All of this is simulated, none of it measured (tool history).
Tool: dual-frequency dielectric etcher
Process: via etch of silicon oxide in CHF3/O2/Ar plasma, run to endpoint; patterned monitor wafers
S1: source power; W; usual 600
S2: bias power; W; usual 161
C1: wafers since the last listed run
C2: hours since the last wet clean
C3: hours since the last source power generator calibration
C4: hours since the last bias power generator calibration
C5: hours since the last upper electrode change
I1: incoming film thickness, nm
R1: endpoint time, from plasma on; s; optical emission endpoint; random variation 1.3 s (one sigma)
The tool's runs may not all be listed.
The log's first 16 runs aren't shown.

Run 17, hour 816.1: usual settings but S1 520 W; C1 134; C2 246.3; C3 775.4; C4 220.1; C5 568.1; I1 689.3. Result: R1 367.9 s.
Run 18, hour 840.6: usual settings but S1 700 W, S2 185 W; C1 105; C2 270.8; C3 799.9; C4 244.6; C5 592.6; I1 683.4. Result: R1 288.9 s.
Run 19, hour 903.4: usual settings; C1 269; C2 333.6; C3 862.7; C4 307.4; C5 655.4; I1 693.8. Result: R1 338.6 s.
Run 20, hour 965: usual settings but S1 670 W, S2 128 W; C1 264; C2 395.2; C3 924.3; C4 369; C5 717; I1 687.1. Result: R1 336 s.
Run 21, hour 1001.2: usual settings but S1 670 W, S2 125 W; C1 155; C2 431.4; C3 960.5; C4 405.2; C5 753.2; I1 682.7. Result: R1 337.6 s.
Run 22, hour 1040.9: usual settings but S1 550 W; C1 170; C2 471.1; C3 1000.2; C4 444.9; C5 792.9; I1 683.4. Result: R1 348.1 s.
At hour 1104.8: wet clean of the chamber.
Run 23, hour 1105.3: usual settings but S1 690 W, S2 148 W; C1 173; C2 0.5; C3 1064.6; C4 509.3; C5 857.3; I1 690.5. Result: R1 320.5 s.
Run 24, hour 1118.8: usual settings but S1 670 W, S2 189 W; C1 57; C2 14; C3 1078.1; C4 522.8; C5 870.8; I1 685.3. Result: R1 296.7 s.
Run 25, hour 1176.4: usual settings but S2 140 W; C1 247; C2 71.6; C3 1135.7; C4 580.4; C5 928.4; I1 684.8. Result: R1 350.8 s.
Run 26, hour 1239: usual settings but S1 690 W, S2 124 W; C1 268; C2 134.2; C3 1198.3; C4 643; C5 991; I1 693.4. Result: R1 340.9 s.
Run 27, hour 1279: usual settings but S2 150 W; C1 171; C2 174.2; C3 1238.3; C4 683; C5 1031; I1 687.5. Result: R1 344.8 s.
Run 28, hour 1327.6: usual settings but S1 690 W, S2 151 W; C1 208; C2 222.8; C3 1286.9; C4 731.6; C5 1079.6; I1 686.1. Result: R1 315 s.

The next listed run, before its measurement:
Run 29, hour 1374.4: usual settings but S1 710 W; C1 200; C2 269.6; C3 1333.7; C4 778.4; C5 1126.4; I1 687.9. Result: R1 ?.

Run 29 gave R1 303 s.
Without the tool's hidden state the same run would have given R1 305 s.
